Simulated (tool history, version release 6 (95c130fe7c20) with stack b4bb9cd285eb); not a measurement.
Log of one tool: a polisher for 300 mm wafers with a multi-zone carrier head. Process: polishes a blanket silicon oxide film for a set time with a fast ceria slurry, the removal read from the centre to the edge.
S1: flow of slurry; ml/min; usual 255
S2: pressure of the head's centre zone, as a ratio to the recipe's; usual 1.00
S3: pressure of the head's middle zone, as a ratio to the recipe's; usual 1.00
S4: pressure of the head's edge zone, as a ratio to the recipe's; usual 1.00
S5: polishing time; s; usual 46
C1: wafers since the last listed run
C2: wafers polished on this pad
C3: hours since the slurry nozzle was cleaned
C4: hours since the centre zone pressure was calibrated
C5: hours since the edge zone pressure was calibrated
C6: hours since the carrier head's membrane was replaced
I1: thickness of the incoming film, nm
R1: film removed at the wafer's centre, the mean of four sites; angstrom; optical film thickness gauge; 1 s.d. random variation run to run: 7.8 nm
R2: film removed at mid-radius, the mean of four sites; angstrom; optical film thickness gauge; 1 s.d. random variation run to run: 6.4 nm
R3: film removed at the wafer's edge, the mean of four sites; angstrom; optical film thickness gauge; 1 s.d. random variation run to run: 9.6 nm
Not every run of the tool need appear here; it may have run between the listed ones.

| run | hour | S1 | S2 | S3 | S4 | S5 | C1 | C2 | C3 | C4 | C5 | C6 | I1 | R1 | R2 | R3 |
|---|---|---|---|---|---|---|---|---|---|---|---|---|---|---|---|---|
| 1 | 0.0 | 255 | 1.00 | 1.00 | 1.00 | 46 | 0 | 1485 | 540.2 | 1264.0 | 23.5 | 18.1 | 2313.4 | 5780 | 5760 | 6184 |
|  | 13.6 | worn pad replaced by a new one |
| 2 | 14.1 | 255 | 1.00 | 1.00 | 1.00 | 46 | 165 | 7 | 554.3 | 1278.1 | 37.6 | 32.2 | 2286.1 | 6461 | 6386 | 6699 |
| 3 | 41.4 | 255 | 1.00 | 1.00 | 1.00 | 46 | 447 | 454 | 581.6 | 1305.4 | 64.9 | 59.5 | 2305.4 | 6366 | 6475 | 6799 |
| 4 | 57.6 | 255 | 1.00 | 1.00 | 1.00 | 46 | 265 | 719 | 597.8 | 1321.6 | 81.1 | 75.7 | 2291.0 | 6282 | 6283 | 6650 |
| 5 | 70.1 | 255 | 1.00 | 1.00 | 1.00 | 46 | 204 | 924 | 610.3 | 1334.1 | 93.6 | 88.2 | 2305.9 | 6230 | 6120 | 6612 |
| 6 | 80.7 | 255 | 1.00 | 0.96 | 1.00 | 40 | 173 | 1097 | 620.9 | 1344.7 | 104.2 | 98.8 | 2275.5 | 5310 | 5217 | 5620 |
| 7 | 95.6 | 255 | 1.00 | 1.09 | 1.00 | 60 | 243 | 1341 | 635.8 | 1359.6 | 119.1 | 113.7 | 2315.3 | 7893 | 8574 | 8232 |
| 8 | 104.3 | 255 | 1.00 | 0.91 | 1.06 | 51 | 142 | 1484 | 644.5 | 1368.3 | 127.8 | 122.4 | 2291.4 | 6586 | 6118 | 7061 |
| 9 | 120.2 | 330 | 0.96 | 1.00 | 1.00 | 46 | 260 | 1744 | 660.4 | 1384.2 | 143.7 | 138.3 | 2286.9 | 5897 | 6025 | 6380 |
|  | 132.7 | worn pad replaced by a new one |
| 10 | 137.5 | 255 | 0.96 | 1.09 | 1.00 | 46 | 217 | 78 | 677.7 | 1401.5 | 161.0 | 155.6 | 2272.3 | 6042 | 6848 | 6696 |
| 11 | 152.4 | 255 | 1.12 | 1.00 | 1.00 | 46 | 243 | 322 | 692.6 | 1416.4 | 175.9 | 170.5 | 2301.1 | 6972 | 6350 | 6617 |
| 12 | 161.2 | 255 | 1.00 | 0.93 | 0.91 | 46 | 144 | 466 | 701.4 | 1425.2 | 184.7 | 179.3 | 2285.3 | 6284 | 5966 | 6323 |
|  | 172.1 | slurry nozzle cleaned |
|  | 176.1 | centre zone pressure recalibrated |
| 13 | 178.9 | 255 | 1.00 | 1.00 | 0.92 | 32 | 240 | 707 | 6.8 | 2.8 | 202.4 | 197.0 | 2269.9 | 4920 | 4816 | 4700 |
| 14 | 193.1 | 340 | 1.00 | 1.00 | 1.05 | 46 | 232 | 939 | 21.0 | 17.0 | 216.6 | 211.2 | 2306.1 | 7325 | 7156 | 7275 |
| 15 | 201.0 | 255 | 1.07 | 1.00 | 1.00 | 46 | 129 | 1069 | 28.9 | 24.9 | 224.5 | 219.1 | 2278.6 | 7177 | 6771 | 6912 |
| 16 | 214.2 | 255 | 1.00 | 1.00 | 1.00 | 46 | 216 | 1285 | 42.1 | 38.1 | 237.7 | 232.3 | 2297.4 | 6676 | 6653 | 6894 |
| 17 | 231.0 | 310 | 0.96 | 1.00 | 1.00 | 46 | 275 | 1560 | 58.9 | 54.9 | 254.5 | 249.1 | 2307.7 | 6313 | 6605 | 6721 |
|  | 238.7 | worn pad replaced by a new one |
| 18 | 240.3 | 255 | 1.00 | 1.05 | 0.89 | 46 | 86 | 25 | 68.2 | 64.2 | 263.8 | 258.4 | 2263.6 | 6987 | 7198 | 6850 |
| 19 | 282.2 | 255 | 0.95 | 1.00 | 1.00 | 46 | 686 | 711 | 110.1 | 106.1 | 305.7 | 300.3 | 2283.0 | 6459 | 6816 | 7116 |
| 20 | 298.7 | 225 | 1.00 | 1.00 | 0.93 | 40 | 270 | 981 | 126.6 | 122.6 | 322.2 | 316.8 | 2249.9 | 5682 | 5721 | 5700 |
| 21 | 314.8 | 255 | 1.00 | 1.00 | 1.00 | 46 | 263 | 1245 | 142.7 | 138.7 | 338.3 | 332.9 | 2291.6 | 6421 | 6511 | 6793 |

Branching from run 21: 5 alternative next runs. What would each branch give?
| A | 315.2 | 255 | 1.00 | 1.00 | 1.00 | 46 | 6 | 1251 | 143.1 | 139.1 | 338.7 | 333.3 | 2298.9 | ? | ? | ? |
| B | 315.2 | 255 | 1.00 | 1.00 | 0.94 | 46 | 6 | 1251 | 143.1 | 139.1 | 338.7 | 333.3 | 2298.9 | ? | ? | ? |
| C | 315.2 | 255 | 1.00 | 1.00 | 1.07 | 46 | 6 | 1251 | 143.1 | 139.1 | 338.7 | 333.3 | 2298.9 | ? | ? | ? |
| D | 315.2 | 255 | 1.00 | 0.96 | 1.05 | 59 | 6 | 1251 | 143.1 | 139.1 | 338.7 | 333.3 | 2298.9 | ? | ? | ? |
| E | 315.2 | 255 | 1.00 | 1.08 | 1.00 | 46 | 6 | 1251 | 143.1 | 139.1 | 338.7 | 333.3 | 2298.9 | ? | ? | ? |

| run | R1 | R2 | R3 |
|---|---|---|---|
| A | 6487 | 6555 | 6784 |
| B | 6487 | 6556 | 6587 |
| C | 6487 | 6554 | 7013 |
| D | 8318 | 8123 | 8915 |
| E | 6490 | 6998 | 6776 |
Without the tool's unlogged condition, the same runs would have read:
| run | R1 | R2 | R3 |
|---|---|---|---|
| A | 7230 | 7274 | 7451 |
| B | 7230 | 7274 | 7235 |
| C | 7230 | 7273 | 7703 |
| D | 9271 | 9013 | 9793 |
| E | 7234 | 7765 | 7443 |
